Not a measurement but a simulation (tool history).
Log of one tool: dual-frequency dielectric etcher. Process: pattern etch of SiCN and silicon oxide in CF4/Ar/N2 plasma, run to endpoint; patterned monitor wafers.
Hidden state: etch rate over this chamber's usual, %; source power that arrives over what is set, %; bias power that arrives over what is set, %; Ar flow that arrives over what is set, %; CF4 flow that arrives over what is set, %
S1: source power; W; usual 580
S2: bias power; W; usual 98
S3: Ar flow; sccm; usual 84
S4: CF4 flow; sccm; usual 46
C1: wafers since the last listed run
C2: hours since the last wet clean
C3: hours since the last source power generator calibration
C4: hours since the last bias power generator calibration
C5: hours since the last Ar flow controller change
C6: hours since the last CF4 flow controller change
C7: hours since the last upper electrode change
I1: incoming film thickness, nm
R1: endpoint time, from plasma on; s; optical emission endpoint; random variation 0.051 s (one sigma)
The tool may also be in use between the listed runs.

Run 1, hour 0.0: usual settings; C1 0; C2 310.1; C3 3450.8; C4 4198.3; C5 3219.1; C6 1985.5; C7 6067.0; I1 14.68. Result: R1 12.3 s.
Run 2, hour 9.1: usual settings; C1 95; C2 319.2; C3 3459.9; C4 4207.4; C5 3228.2; C6 1994.6; C7 6076.1; I1 14.64. Result: R1 12.3 s.
Run 3, hour 20.9: usual settings; C1 123; C2 331.0; C3 3471.7; C4 4219.2; C5 3240.0; C6 2006.4; C7 6087.9; I1 14.62. Result: R1 12.3 s.
Run 4, hour 30.0: usual settings; C1 95; C2 340.1; C3 3480.8; C4 4228.3; C5 3249.1; C6 2015.5; C7 6097.0; I1 14.51. Result: R1 12.2 s.
Run 5, hour 41.1: usual settings; C1 115; C2 351.2; C3 3491.9; C4 4239.4; C5 3260.2; C6 2026.6; C7 6108.1; I1 14.71. Result: R1 12.4 s.
Run 6, hour 51.2: usual settings; C1 105; C2 361.3; C3 3502.0; C4 4249.5; C5 3270.3; C6 2036.7; C7 6118.2; I1 14.59. Result: R1 12.2 s.
Run 7, hour 58.6: usual settings; C1 77; C2 368.7; C3 3509.4; C4 4256.9; C5 3277.7; C6 2044.1; C7 6125.6; I1 14.67. Result: R1 12.3 s.
Run 8, hour 66.6: usual settings; C1 83; C2 376.7; C3 3517.4; C4 4264.9; C5 3285.7; C6 2052.1; C7 6133.6; I1 14.68. Result: R1 12.3 s.
At hour 74.7: source power generator calibrated.
At hour 96.2: wet clean of the chamber.
At hour 110.2: CF4 flow controller replaced.
At hour 120.1: upper electrode replaced.
Run 9, hour 120.6: usual settings; C1 131; C2 24.4; C3 45.9; C4 4318.9; C5 3339.7; C6 10.4; C7 0.5; I1 14.72. Result: R1 12.6 s.
Run 10, hour 120.9: usual settings but S3 75 sccm; C1 3; C2 24.7; C3 46.2; C4 4319.2; C5 3340.0; C6 10.7; C7 0.8; I1 14.70. Result: R1 12.3 s.
Run 11, hour 121.3: usual settings but S1 670 W, S2 117 W, S3 64 sccm; C1 4; C2 25.1; C3 46.6; C4 4319.6; C5 3340.4; C6 11.1; C7 1.2; I1 14.80. Result: R1 10.0 s.
At hour 130.9: bias power generator calibrated.
Run 12, hour 131.4: usual settings but S3 69 sccm; C1 63; C2 35.2; C3 56.7; C4 0.5; C5 3350.5; C6 21.2; C7 11.3; I1 14.66. Result: R1 12.0 s.
At hour 142.1: Ar flow controller replaced.
Run 13, hour 142.6: usual settings but S3 75 sccm; C1 54; C2 46.4; C3 67.9; C4 11.7; C5 0.5; C6 32.4; C7 22.5; I1 14.79. Result: R1 12.3 s.
Run 14, hour 146.6: usual settings but S2 81 W; C1 41; C2 50.4; C3 71.9; C4 15.7; C5 4.5; C6 36.4; C7 26.5; I1 14.63. Result: R1 13.4 s.
Run 15, hour 154.7: usual settings; C1 84; C2 58.5; C3 80.0; C4 23.8; C5 12.6; C6 44.5; C7 34.6; I1 14.81. Result: R1 12.7 s.
Run 16, hour 166.0: usual settings but S2 86 W, S3 102 sccm; C1 118; C2 69.8; C3 91.3; C4 35.1; C5 23.9; C6 55.8; C7 45.9; I1 14.77. Result: R1 13.8 s.
Run 17, hour 181.1: usual settings but S1 490 W, S2 88 W, S3 65 sccm; C1 157; C2 84.9; C3 106.4; C4 50.2; C5 39.0; C6 70.9; C7 61.0; I1 14.63. Result: R1 13.7 s.

4 ways to go on from here, each from the tool as it stands after run 17. What would each give?
Run A, hour 181.5: usual settings but S3 68 sccm; C1 4; C2 85.3; C3 106.8; C4 50.6; C5 39.4; C6 71.3; C7 61.4; I1 14.71. Result: R1 ?.
Run B, hour 181.5: usual settings but S3 94 sccm; C1 4; C2 85.3; C3 106.8; C4 50.6; C5 39.4; C6 71.3; C7 61.4; I1 14.71. Result: R1 ?.
Run C, hour 181.5: usual settings but S1 720 W, S4 41 sccm; C1 4; C2 85.3; C3 106.8; C4 50.6; C5 39.4; C6 71.3; C7 61.4; I1 14.71. Result: R1 ?.
Run D, hour 181.5: usual settings but S3 92 sccm; C1 4; C2 85.3; C3 106.8; C4 50.6; C5 39.4; C6 71.3; C7 61.4; I1 14.71. Result: R1 ?.

run    R1
  A  11.9
  B  12.9
  C  10.9
  D  12.8
Without the tool's hidden state the same runs would have given:
run    R1
  A  12.2
  B  13.1
  C  11.1
  D  13.1

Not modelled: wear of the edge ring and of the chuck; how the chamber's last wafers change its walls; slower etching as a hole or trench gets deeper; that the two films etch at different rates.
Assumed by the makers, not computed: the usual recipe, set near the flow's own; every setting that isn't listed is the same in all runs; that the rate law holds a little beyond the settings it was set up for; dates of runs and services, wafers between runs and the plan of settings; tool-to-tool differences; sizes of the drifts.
